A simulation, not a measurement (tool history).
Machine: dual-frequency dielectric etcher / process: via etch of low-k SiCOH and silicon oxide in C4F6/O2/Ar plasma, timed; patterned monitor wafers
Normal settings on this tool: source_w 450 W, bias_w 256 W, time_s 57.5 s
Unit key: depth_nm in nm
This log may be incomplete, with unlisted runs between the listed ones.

run   hour  source_w  bias_w  time_s  read-back reference wafer on the same gauge, depth_nm  depth_nm
  1      0       450     256      68                                                  197.4     210.9
  2   13.3       450     256      68                                                  197.5     210.5
      47.6  -- wet clean of the chamber
  3   48.1       450     256    57.5                                                  197.1     178.3
  4   67.7       450     256    57.5                                                  197.2       178
      68.9  -- gauge calibrated
      74.9  -- source power generator calibrated
  5     82       450     256    57.5                                                  204.1     184.5
  6   99.4       450     256    57.5                                                  204.1     184.2
  7  111.7       450     256    57.5                                                  204.1     183.2
     119.4  -- bias power generator calibrated
  8  125.5       450     256    57.5                                                  203.9     183.7
  9  148.6       450     256    57.5                                                  203.8     184.3
 10    167       450     256    57.5                                                  203.6     184.7
 11  179.7       450     256    57.5                                                  203.6     184.2
 12  239.3       450     256    71.5                                                  203.2     227.9
 13  267.8       450     256    57.5                                                  203.1     183.2
 14  292.4       530     230      70                                                  202.9     230.8
 15  323.1       490     305    57.5                                                  202.5     196.6
 16  345.4       450     256    57.5                                                  202.4     182.1
 17  378.3       480     256    57.5                                                  202.3       187
     415.5  -- upper electrode replaced
 18    416       490     223      48                                                  202.2     152.6
 19  422.8       360     202      41                                                    202     113.8
     491.8  -- wet clean of the chamber
 20  495.5       450     234      73                                                  201.7     227.4
 21  517.1       450     256    57.5                                                  201.5     182.4
 22  535.8       450     256    57.5                                                  201.5     182.9
 23  559.2       450     256    57.5                                                  201.2     182.2
 24  592.6       350     256    57.5                                                    201     165.8
 25  605.7       380     256    47.5                                                    201     141.7
 26  638.7       450     256    57.5                                                  200.8     181.4
 27  659.3       450     256    57.5                                                  200.6     179.8
 28  684.7       450     256    57.5                                                  200.6     181.2
 29  698.4       510     215      45                                                  200.4     142.7
 30  719.8       390     256    57.5                                                  200.2     171.7
 31  750.4       550     213    51.5                                                  200.1     167.2

Here are 3 independent what-if runs from the current tool condition. What would each one return?
  A  750.8       450     256    57.5                                                      ?         ?
  B  750.8       450     256    66.5                                                      ?         ?
  C  750.8       400     313      62                                                      ?         ?

run  read-back reference wafer on the same gauge, depth_nm  depth_nm
  A                                                    200     180.3
  B                                                    200     208.5
  C                                                    200     195.6
What these runs would have given with no unlogged condition in the tool:
run  depth_nm
  A     183.8
  B     212.5
  C     199.4
